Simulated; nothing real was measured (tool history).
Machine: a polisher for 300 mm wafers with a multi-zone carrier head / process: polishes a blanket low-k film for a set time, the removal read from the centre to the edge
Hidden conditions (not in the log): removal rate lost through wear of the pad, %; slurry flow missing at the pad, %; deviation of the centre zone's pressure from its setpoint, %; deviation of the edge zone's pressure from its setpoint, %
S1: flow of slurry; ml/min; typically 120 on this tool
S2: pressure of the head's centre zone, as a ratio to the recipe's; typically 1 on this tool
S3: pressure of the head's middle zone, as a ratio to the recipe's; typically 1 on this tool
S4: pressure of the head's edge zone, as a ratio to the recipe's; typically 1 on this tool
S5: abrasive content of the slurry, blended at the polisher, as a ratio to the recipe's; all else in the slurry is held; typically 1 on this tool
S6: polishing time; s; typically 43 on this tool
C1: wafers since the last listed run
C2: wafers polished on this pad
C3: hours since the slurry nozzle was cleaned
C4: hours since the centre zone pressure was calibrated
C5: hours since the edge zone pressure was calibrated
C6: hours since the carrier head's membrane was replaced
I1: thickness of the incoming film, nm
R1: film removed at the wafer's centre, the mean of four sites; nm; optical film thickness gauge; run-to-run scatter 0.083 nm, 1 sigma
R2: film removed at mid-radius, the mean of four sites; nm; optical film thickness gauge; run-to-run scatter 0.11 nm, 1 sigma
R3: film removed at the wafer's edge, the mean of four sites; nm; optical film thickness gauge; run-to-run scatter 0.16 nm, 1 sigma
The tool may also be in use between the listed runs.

run,hour,S1,S2,S3,S4,S5,S6,C1,C2,C3,C4,C5,C6,I1,R1,R2,R3
1,0,120,1,1,1,1,43,0,1754,112,409.6,93,44.9,547.5,11.6,12.2,12.2
# hour 7.7: worn pad replaced by a new one
2,9.8,120,0.89,1,1,1,47,82,30,121.8,419.4,102.8,54.7,531.7,11.6,13.5,13.9
3,24.2,120,1,1.05,1,1,43,205,235,136.2,433.8,117.2,69.1,551.1,12.1,12.9,12.4
4,31.5,160,1,1,1,1,43,104,339,143.5,441.1,124.5,76.4,541,12.7,13.1,13.1
5,43.6,120,1,1.05,1,1.25,43,172,512,155.6,453.2,136.6,88.5,538,13.2,14.3,13.6
6,59.7,120,1,1,1.07,1,43,229,741,171.7,469.3,152.7,104.6,537.3,11.8,12.4,12.9
7,71.7,120,1,1,1,1,43,171,912,183.7,481.3,164.7,116.6,536.8,11.9,12.3,12.1
# hour 74.6: slurry nozzle cleaned
8,84.4,120,1,0.92,1.06,1,43,166,1079,9.8,494,177.4,129.3,539.1,12.5,12.2,13.2
# hour 110.8: worn pad replaced by a new one
9,114.4,145,1,1.11,1,1,43,370,50,39.8,524,207.4,159.3,535.8,12.9,14.6,13
10,125.9,120,1,1,1.08,1,43,163,214,51.3,535.5,218.9,170.8,537.4,12.3,13,13.4
11,137.3,120,1,1,0.92,1,43,162,377,62.7,546.9,230.3,182.2,546.7,12.1,12.5,12.3
12,149.9,120,1,1,1,1,43,179,556,75.3,559.5,242.9,194.8,535.8,11.9,12.7,12.2
# hour 159.3: centre zone pressure recalibrated
13,159.8,120,1,1,1,1,43,112,669,85.2,0.5,252.8,204.7,534.3,12,12.7,12.4
14,170.6,120,1,1,1,1,43,153,823,96,11.3,263.6,215.5,551.2,11.8,12.4,12.4
15,177.2,120,1,1.05,1,1,57,94,917,102.6,17.9,270.2,222.1,534.3,15.7,17.1,16.2
16,191.4,120,1,1,1,1.15,56,202,1119,116.8,32.1,284.4,236.3,544.3,16.2,17,16.5
17,208.2,110,1,1.1,1,1,43,239,1359,133.6,48.9,301.2,253.1,543.8,11.3,12.9,11.7
18,216.1,120,1,1,1,1,43,112,1471,141.5,56.8,309.1,261,537.1,11.5,11.9,12.1
19,229.2,160,1,0.96,1,1,43,186,1658,154.6,69.9,322.2,274.1,538.1,12.1,12.3,12.6
# hour 238: worn pad replaced by a new one
20,243.7,120,1,1,1,1,43,149,81,169.1,84.4,336.7,288.6,539.9,11.7,12.2,12.3
21,255.8,130,1,1,1.04,1.1,43,172,253,181.2,96.5,348.8,300.7,538,12.5,13.2,13.5
22,269.8,120,1.07,0.92,0.91,1,43,199,453,195.2,110.5,362.8,314.7,543.7,12.6,11.4,11.9
23,286.4,145,1,1,1,1,43,236,689,211.8,127.1,379.4,331.3,541.8,12.4,12.9,12.4

Selected run-to-run steps in R1, each split into two signed amounts: the part the tool would show with no hidden state at all (from settings, incoming material and random variation), and the remainder, which goes to the hidden state together with any gauge scatter not common to the measured and the hidden-state-free results:
Run 1 -> 2: S2 1 -> 0.89, S6 43 -> 47, worn pad replaced by a new one. R1 +0 nm: hidden state +0.4, all else -0.4.
Run 7 -> 8: S3 1 -> 0.92, S4 1 -> 1.06, slurry nozzle cleaned. R1 +0.6 nm: hidden state +0.8, all else -0.2.
Run 14 -> 15: S3 1 -> 1.05, S6 43 -> 57. R1 +3.9 nm: hidden state -0.4, all else +4.3.
Run 16 -> 17: S1 120 -> 110, S3 1 -> 1.1, S5 1.15 -> 1, S6 56 -> 43. R1 -4.9 nm: hidden state +0.2, all else -5.1.
